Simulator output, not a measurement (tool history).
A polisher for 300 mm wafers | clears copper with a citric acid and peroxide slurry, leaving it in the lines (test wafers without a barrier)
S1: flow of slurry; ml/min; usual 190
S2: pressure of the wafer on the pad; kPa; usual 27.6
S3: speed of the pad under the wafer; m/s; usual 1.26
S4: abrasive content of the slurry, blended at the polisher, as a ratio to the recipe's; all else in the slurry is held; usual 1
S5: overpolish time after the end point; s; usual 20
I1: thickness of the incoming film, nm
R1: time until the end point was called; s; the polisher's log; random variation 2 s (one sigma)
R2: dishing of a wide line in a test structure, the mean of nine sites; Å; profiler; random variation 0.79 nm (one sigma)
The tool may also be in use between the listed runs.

| run | day | S1 | S2 | S3 | S4 | S5 | I1 | R1 | R2 |
|---|---|---|---|---|---|---|---|---|---|
| 1 | 0 | 190 | 27.6 | 1.26 | 1 | 20 | 424.4 | 105.8 | 598 |
|  | 0.783 | slurry blender recalibrated |
| 2 | 2.567 | 190 | 27.6 | 1.26 | 1 | 15 | 429.8 | 101.3 | 475 |
|  | 4.221 | worn pad replaced by a new one |
| 3 | 5.467 | 190 | 27.6 | 1.26 | 1 | 15 | 434.7 | 106.1 | 469 |
| 4 | 6.558 | 190 | 27.6 | 1.26 | 1 | 20 | 424.7 | 99.2 | 588 |
| 5 | 7.788 | 190 | 27.6 | 1.26 | 1 | 20 | 422.9 | 99.1 | 598 |
| 6 | 9.188 | 190 | 27.6 | 1.26 | 1 | 20 | 426.5 | 105.4 | 586 |
|  | 9.333 | slurry nozzle cleaned |
| 7 | 12.183 | 190 | 27.6 | 1.26 | 1 | 20 | 433 | 101 | 598 |
| 8 | 13.708 | 190 | 27.6 | 1.26 | 1 | 20 | 431.1 | 107.9 | 605 |
|  | 15.025 | worn pad replaced by a new one |
| 9 | 16.588 | 220 | 27.6 | 1.26 | 1 | 20 | 437.2 | 103.8 | 598 |
|  | 19.379 | slurry blender recalibrated |
| 10 | 19.562 | 190 | 27.6 | 1.26 | 0.8 | 20 | 436.9 | 112.3 | 555 |
| 11 | 20.967 | 190 | 27.6 | 1.26 | 1 | 20 | 424.6 | 109 | 570 |
| 12 | 22.796 | 190 | 27.6 | 0.98 | 1 | 20 | 426.8 | 141.5 | 464 |
| 13 | 25.221 | 190 | 27.6 | 0.98 | 1 | 20 | 428.3 | 142.4 | 459 |
|  | 26.138 | worn pad replaced by a new one |
| 14 | 26.5 | 190 | 27.6 | 1.26 | 1 | 20 | 429.6 | 114.1 | 557 |
|  | 27.638 | slurry blender recalibrated, repeated, since the last time left the tool worse |
| 15 | 28.196 | 230 | 23.4 | 1.02 | 1 | 20 | 424.1 | 141 | 463 |
| 16 | 30.038 | 210 | 20 | 1.26 | 1 | 20 | 430.9 | 134.7 | 464 |
|  | 32.083 | head pressure recalibrated |
| 17 | 32.938 | 190 | 27.6 | 1.26 | 1 | 20 | 426.3 | 101.6 | 594 |
| 18 | 35.792 | 190 | 27.6 | 1.44 | 0.8 | 20 | 431.6 | 92.1 | 628 |
|  | 36.567 | slurry nozzle cleaned |
|  | 38.125 | worn pad replaced by a new one |
| 19 | 38.288 | 210 | 18.6 | 1.26 | 1 | 12 | 432.4 | 151.4 | 277 |
| 20 | 40.521 | 190 | 27.6 | 1.26 | 1 | 20 | 434.2 | 106 | 605 |
|  | 42.679 | slurry blender recalibrated |
| 21 | 43.083 | 190 | 27.6 | 1.26 | 0.75 | 20 | 433.1 | 109.6 | 573 |
| 22 | 44.833 | 190 | 27.6 | 1.26 | 0.9 | 20 | 429.3 | 106.2 | 600 |
| 23 | 47.433 | 190 | 27.6 | 1.26 | 1 | 20 | 427.3 | 102.3 | 603 |
| 24 | 48.925 | 225 | 27.6 | 1.26 | 1 | 20 | 431.1 | 100.9 | 592 |
|  | 49.904 | worn pad replaced by a new one |
| 25 | 51.283 | 240 | 27.6 | 1.26 | 1.2 | 20 | 433.4 | 96.4 | 618 |
| 26 | 52.692 | 190 | 27.6 | 1.26 | 1 | 20 | 432.7 | 107.1 | 610 |

Forecast run 27:
| 27 | 54.429 | 190 | 27.6 | 1.26 | 1 | 20 | 421.7 | ? | ? |

R1: 103.4 s
R2: 597 Å
Without the tool's hidden state the same run would have given R1 101 s, R2 607 Å.

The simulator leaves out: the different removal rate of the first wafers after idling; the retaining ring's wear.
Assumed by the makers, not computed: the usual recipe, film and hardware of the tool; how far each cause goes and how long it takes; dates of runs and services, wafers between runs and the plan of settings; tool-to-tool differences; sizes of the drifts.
